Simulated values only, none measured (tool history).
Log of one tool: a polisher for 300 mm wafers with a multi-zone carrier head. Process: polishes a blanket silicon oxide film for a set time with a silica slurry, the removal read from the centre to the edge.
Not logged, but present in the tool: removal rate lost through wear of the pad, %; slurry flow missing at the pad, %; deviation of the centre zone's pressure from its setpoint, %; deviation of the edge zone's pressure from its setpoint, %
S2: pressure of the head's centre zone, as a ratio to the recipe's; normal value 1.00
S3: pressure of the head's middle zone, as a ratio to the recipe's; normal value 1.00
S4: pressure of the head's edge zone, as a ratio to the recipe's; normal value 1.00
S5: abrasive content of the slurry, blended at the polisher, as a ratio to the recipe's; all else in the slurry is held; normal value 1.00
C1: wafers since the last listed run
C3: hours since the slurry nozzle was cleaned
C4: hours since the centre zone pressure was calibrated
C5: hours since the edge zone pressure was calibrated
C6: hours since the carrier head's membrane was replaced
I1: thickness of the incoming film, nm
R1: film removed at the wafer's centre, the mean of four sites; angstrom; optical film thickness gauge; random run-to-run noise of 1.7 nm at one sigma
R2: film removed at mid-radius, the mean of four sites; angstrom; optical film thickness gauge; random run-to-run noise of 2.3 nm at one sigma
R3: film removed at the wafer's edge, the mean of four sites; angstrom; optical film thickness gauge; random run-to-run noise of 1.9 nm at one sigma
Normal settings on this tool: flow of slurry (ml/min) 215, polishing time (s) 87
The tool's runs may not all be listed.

run 1 hour=0.0 | flow_of_slurry_(ml/min)=215 S2=1.00 S3=1.00 S4=1.05 S5=1.00 polishing_time_(s)=87 | C1=0 wafers_polished_on_this_pad=1573 C3=58.3 C4=361.0 C5=334.4 C6=123.1 | I1=1338.5 | R1=2096 R2=2275 R3=2228
-- hour=8.6 worn pad replaced by a new one
run 2 hour=28.0 | flow_of_slurry_(ml/min)=215 S2=1.00 S3=1.00 S4=1.05 S5=1.00 polishing_time_(s)=87 | C1=226 wafers_polished_on_this_pad=183 C3=86.3 C4=389.0 C5=362.4 C6=151.1 | I1=1297.0 | R1=2112 R2=2284 R3=2343
run 3 hour=95.6 | flow_of_slurry_(ml/min)=215 S2=1.00 S3=1.00 S4=1.05 S5=1.00 polishing_time_(s)=87 | C1=638 wafers_polished_on_this_pad=821 C3=153.9 C4=456.6 C5=430.0 C6=218.7 | I1=1300.4 | R1=2052 R2=2260 R3=2284
-- hour=107.7 centre zone pressure recalibrated
run 4 hour=140.2 | flow_of_slurry_(ml/min)=215 S2=1.00 S3=1.00 S4=1.00 S5=1.00 polishing_time_(s)=80 | C1=402 wafers_polished_on_this_pad=1223 C3=198.5 C4=32.5 C5=474.6 C6=263.3 | I1=1312.8 | R1=2045 R2=2043 R3=2071
run 5 hour=188.2 | flow_of_slurry_(ml/min)=215 S2=1.00 S3=1.00 S4=1.00 S5=1.00 polishing_time_(s)=87 | C1=453 wafers_polished_on_this_pad=1677 C3=246.5 C4=80.5 C5=522.6 C6=311.3 | I1=1339.7 | R1=2204 R2=2247 R3=2215
-- hour=203.6 worn pad replaced by a new one
run 6 hour=218.8 | flow_of_slurry_(ml/min)=215 S2=1.00 S3=1.00 S4=1.00 S5=1.00 polishing_time_(s)=87 | C1=251 wafers_polished_on_this_pad=143 C3=277.1 C4=111.1 C5=553.2 C6=341.9 | I1=1321.5 | R1=2270 R2=2279 R3=2282
run 7 hour=245.4 | flow_of_slurry_(ml/min)=215 S2=1.00 S3=1.00 S4=1.00 S5=1.00 polishing_time_(s)=87 | C1=251 wafers_polished_on_this_pad=394 C3=303.7 C4=137.7 C5=579.8 C6=368.5 | I1=1326.6 | R1=2194 R2=2280 R3=2250
-- hour=345.9 edge zone pressure recalibrated
run 8 hour=379.7 | flow_of_slurry_(ml/min)=215 S2=1.03 S3=1.00 S4=1.00 S5=1.00 polishing_time_(s)=87 | C1=1249 wafers_polished_on_this_pad=1644 C3=438.0 C4=272.0 C5=33.8 C6=502.8 | I1=1333.3 | R1=2191 R2=2218 R3=2191
-- hour=407.8 worn pad replaced by a new one
run 9 hour=440.2 | flow_of_slurry_(ml/min)=215 S2=1.03 S3=1.00 S4=1.00 S5=1.00 polishing_time_(s)=87 | C1=533 wafers_polished_on_this_pad=306 C3=498.5 C4=332.5 C5=94.3 C6=563.3 | I1=1327.8 | R1=2246 R2=2319 R3=2255
run 10 hour=471.7 | flow_of_slurry_(ml/min)=215 S2=1.00 S3=1.00 S4=1.00 S5=1.00 polishing_time_(s)=87 | C1=297 wafers_polished_on_this_pad=603 C3=530.0 C4=364.0 C5=125.8 C6=594.8 | I1=1331.3 | R1=2114 R2=2282 R3=2261
run 11 hour=499.6 | flow_of_slurry_(ml/min)=215 S2=0.94 S3=1.00 S4=1.00 S5=1.00 polishing_time_(s)=72 | C1=263 wafers_polished_on_this_pad=867 C3=557.9 C4=391.9 C5=153.7 C6=622.7 | I1=1331.6 | R1=1625 R2=1842 R3=1829
run 12 hour=526.7 | flow_of_slurry_(ml/min)=215 S2=1.00 S3=1.00 S4=0.91 S5=1.00 polishing_time_(s)=87 | C1=255 wafers_polished_on_this_pad=1123 C3=585.0 C4=419.0 C5=180.8 C6=649.8 | I1=1337.4 | R1=2055 R2=2231 R3=2097
-- hour=535.8 slurry nozzle cleaned
-- hour=545.4 carrier head's membrane replaced by a new one
-- hour=559.7 centre zone pressure recalibrated
run 13 hour=568.5 | flow_of_slurry_(ml/min)=215 S2=1.00 S3=1.07 S4=1.10 S5=0.90 polishing_time_(s)=74 | C1=319 wafers_polished_on_this_pad=1442 C3=32.7 C4=8.8 C5=222.6 C6=23.1 | I1=1347.2 | R1=1812 R2=1903 R3=1864
-- hour=599.2 worn pad replaced by a new one
run 14 hour=608.4 | flow_of_slurry_(ml/min)=215 S2=1.11 S3=1.00 S4=1.00 S5=1.00 polishing_time_(s)=87 | C1=339 wafers_polished_on_this_pad=86 C3=72.6 C4=48.7 C5=262.5 C6=63.0 | I1=1313.6 | R1=2553 R2=2281 R3=2289
run 15 hour=677.3 | flow_of_slurry_(ml/min)=240 S2=1.00 S3=1.00 S4=0.95 S5=1.15 polishing_time_(s)=87 | C1=650 wafers_polished_on_this_pad=737 C3=141.5 C4=117.6 C5=331.4 C6=131.9 | I1=1295.1 | R1=2391 R2=2398 R3=2338
run 16 hour=728.0 | flow_of_slurry_(ml/min)=255 S2=1.00 S3=1.00 S4=1.00 S5=1.00 polishing_time_(s)=87 | C1=478 wafers_polished_on_this_pad=1216 C3=192.2 C4=168.3 C5=382.1 C6=182.6 | I1=1331.6 | R1=2230 R2=2264 R3=2245
-- hour=782.6 worn pad replaced by a new one
run 17 hour=794.4 | flow_of_slurry_(ml/min)=215 S2=1.00 S3=1.00 S4=1.00 S5=1.00 polishing_time_(s)=87 | C1=589 wafers_polished_on_this_pad=111 C3=258.6 C4=234.7 C5=448.5 C6=249.0 | I1=1326.8 | R1=2259 R2=2287 R3=2295
run 18 hour=852.4 | flow_of_slurry_(ml/min)=215 S2=1.07 S3=0.95 S4=1.00 S5=0.80 polishing_time_(s)=87 | C1=547 wafers_polished_on_this_pad=659 C3=316.6 C4=292.7 C5=506.5 C6=307.0 | I1=1323.7 | R1=2121 R2=1937 R3=1983
run 19 hour=896.2 | flow_of_slurry_(ml/min)=150 S2=1.00 S3=1.00 S4=0.93 S5=1.00 polishing_time_(s)=87 | C1=413 wafers_polished_on_this_pad=1073 C3=360.4 C4=336.5 C5=550.3 C6=350.8 | I1=1327.7 | R1=2067 R2=2168 R3=2095

Below are 4 alternative next runs, each starting from the tool's condition after run 19. Predict each:
run A hour=896.7 | flow_of_slurry_(ml/min)=215 S2=1.06 S3=1.00 S4=1.00 S5=1.00 polishing_time_(s)=87 | C1=4 wafers_polished_on_this_pad=1078 C3=360.9 C4=337.0 C5=550.8 C6=351.3 | I1=1297.6 | R1=? R2=? R3=?
run B hour=896.7 | flow_of_slurry_(ml/min)=245 S2=0.89 S3=1.00 S4=1.00 S5=1.00 polishing_time_(s)=87 | C1=4 wafers_polished_on_this_pad=1078 C3=360.9 C4=337.0 C5=550.8 C6=351.3 | I1=1297.6 | R1=? R2=? R3=?
run C hour=896.7 | flow_of_slurry_(ml/min)=215 S2=1.00 S3=1.00 S4=1.09 S5=1.00 polishing_time_(s)=87 | C1=4 wafers_polished_on_this_pad=1078 C3=360.9 C4=337.0 C5=550.8 C6=351.3 | I1=1297.6 | R1=? R2=? R3=?
run D hour=896.7 | flow_of_slurry_(ml/min)=290 S2=1.00 S3=1.00 S4=1.00 S5=1.25 polishing_time_(s)=63 | C1=4 wafers_polished_on_this_pad=1078 C3=360.9 C4=337.0 C5=550.8 C6=351.3 | I1=1297.6 | R1=? R2=? R3=?

run=A R1=2277 R2=2245 R3=2243
run=B R1=1930 R2=2270 R3=2260
run=C R1=2146 R2=2245 R3=2333
run=D R1=1756 R2=1832 R3=1820
With the hidden condition removed and each run's random variation left untouched, the same runs would have given:
run=A R1=2459 R2=2331 R3=2329
run=B R1=2086 R2=2357 R3=2347
run=C R1=2319 R2=2331 R3=2423
run=D R1=1897 R2=1903 R3=1890
